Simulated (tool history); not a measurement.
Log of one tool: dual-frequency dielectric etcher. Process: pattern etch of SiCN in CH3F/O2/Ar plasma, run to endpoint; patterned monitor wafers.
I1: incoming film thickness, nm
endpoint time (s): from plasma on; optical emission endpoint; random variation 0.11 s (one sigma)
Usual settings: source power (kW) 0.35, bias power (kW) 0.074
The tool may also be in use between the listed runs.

{"run": 1, "day": 0.0, "source power (kW)": 0.39, "bias power (kW)": 0.074, "I1": 8.85, "endpoint time (s)": 20.9}
{"run": 2, "day": 0.917, "source power (kW)": 0.35, "bias power (kW)": 0.087, "I1": 8.91, "endpoint time (s)": 20.9}
{"run": 3, "day": 2.108, "source power (kW)": 0.35, "bias power (kW)": 0.074, "I1": 8.85, "endpoint time (s)": 21.5}
{"run": 4, "day": 3.283, "source power (kW)": 0.35, "bias power (kW)": 0.074, "I1": 8.91, "endpoint time (s)": 21.5}
{"run": 5, "day": 3.938, "source power (kW)": 0.35, "bias power (kW)": 0.074, "I1": 8.94, "endpoint time (s)": 21.7}
{"run": 6, "day": 4.967, "source power (kW)": 0.31, "bias power (kW)": 0.074, "I1": 8.93, "endpoint time (s)": 22.5}
{"run": 7, "day": 6.029, "source power (kW)": 0.31, "bias power (kW)": 0.074, "I1": 8.92, "endpoint time (s)": 22.1}
{"run": 8, "day": 6.671, "source power (kW)": 0.35, "bias power (kW)": 0.074, "I1": 8.75, "endpoint time (s)": 21.2}
{"run": 9, "day": 7.642, "source power (kW)": 0.35, "bias power (kW)": 0.074, "I1": 8.89, "endpoint time (s)": 21.6}
{"run": 10, "day": 8.9, "source power (kW)": 0.35, "bias power (kW)": 0.074, "I1": 8.87, "endpoint time (s)": 21.6}
{"run": 11, "day": 10.342, "source power (kW)": 0.35, "bias power (kW)": 0.074, "I1": 8.96, "endpoint time (s)": 22}
{"run": 12, "day": 13.138, "source power (kW)": 0.35, "bias power (kW)": 0.074, "I1": 8.88, "endpoint time (s)": 22}
{"run": 13, "day": 13.892, "source power (kW)": 0.35, "bias power (kW)": 0.086, "I1": 8.94, "endpoint time (s)": 21}
{"run": 14, "day": 15.271, "source power (kW)": 0.35, "bias power (kW)": 0.074, "I1": 8.93, "endpoint time (s)": 22}
{"run": 15, "day": 16.496, "source power (kW)": 0.38, "bias power (kW)": 0.074, "I1": 8.86, "endpoint time (s)": 21.2}
{"run": 16, "day": 17.4, "source power (kW)": 0.35, "bias power (kW)": 0.068, "I1": 8.95, "endpoint time (s)": 22}
{"run": 17, "day": 18.462, "source power (kW)": 0.31, "bias power (kW)": 0.074, "I1": 8.91, "endpoint time (s)": 22.2}
{"run": 18, "day": 19.704, "source power (kW)": 0.35, "bias power (kW)": 0.083, "I1": 8.98, "endpoint time (s)": 21.4}
{"run": 19, "day": 20.804, "source power (kW)": 0.3, "bias power (kW)": 0.081, "I1": 8.91, "endpoint time (s)": 22}
{"run": 20, "day": 21.508, "source power (kW)": 0.35, "bias power (kW)": 0.074, "I1": 8.97, "endpoint time (s)": 21.8}
{"run": 21, "day": 22.667, "source power (kW)": 0.28, "bias power (kW)": 0.065, "I1": 8.9, "endpoint time (s)": 23.2}
{"run": 22, "day": 23.412, "source power (kW)": 0.4, "bias power (kW)": 0.063, "I1": 8.89, "endpoint time (s)": 21.5}
{"run": 23, "day": 24.042, "source power (kW)": 0.43, "bias power (kW)": 0.063, "I1": 8.78, "endpoint time (s)": 21.1}
{"run": 24, "day": 25.129, "source power (kW)": 0.38, "bias power (kW)": 0.086, "I1": 8.77, "endpoint time (s)": 20.3}
{"run": 25, "day": 26.025, "source power (kW)": 0.44, "bias power (kW)": 0.063, "I1": 8.85, "endpoint time (s)": 21.1}

Not shown: 4 entries that the log had between the listed runs. Between which runs, and how does the tool's hidden state differ before and after?
Between runs 13 and 14: source power generator calibrated (day 15.25)
  etch rate over this chamber's usual, %: -1.92 -> -2.06
  measured less the result without the state, endpoint time (s): +0.4 -> +0.5
Between runs 14 and 15: wet clean of the chamber (day 16.312)
  etch rate over this chamber's usual, %: -2.06 -> -0.0315
  measured less the result without the state, endpoint time (s): +0.5 -> +0
Between runs 15 and 16: bias power generator calibrated (day 17.175)
  etch rate over this chamber's usual, %: -0.0315 -> -0.125
  measured less the result without the state, endpoint time (s): +0 -> +0
Between runs 17 and 18: upper electrode replaced (day 19.683)
  etch rate over this chamber's usual, %: -0.236 -> -0.364
  measured less the result without the state, endpoint time (s): +0 -> +0.1

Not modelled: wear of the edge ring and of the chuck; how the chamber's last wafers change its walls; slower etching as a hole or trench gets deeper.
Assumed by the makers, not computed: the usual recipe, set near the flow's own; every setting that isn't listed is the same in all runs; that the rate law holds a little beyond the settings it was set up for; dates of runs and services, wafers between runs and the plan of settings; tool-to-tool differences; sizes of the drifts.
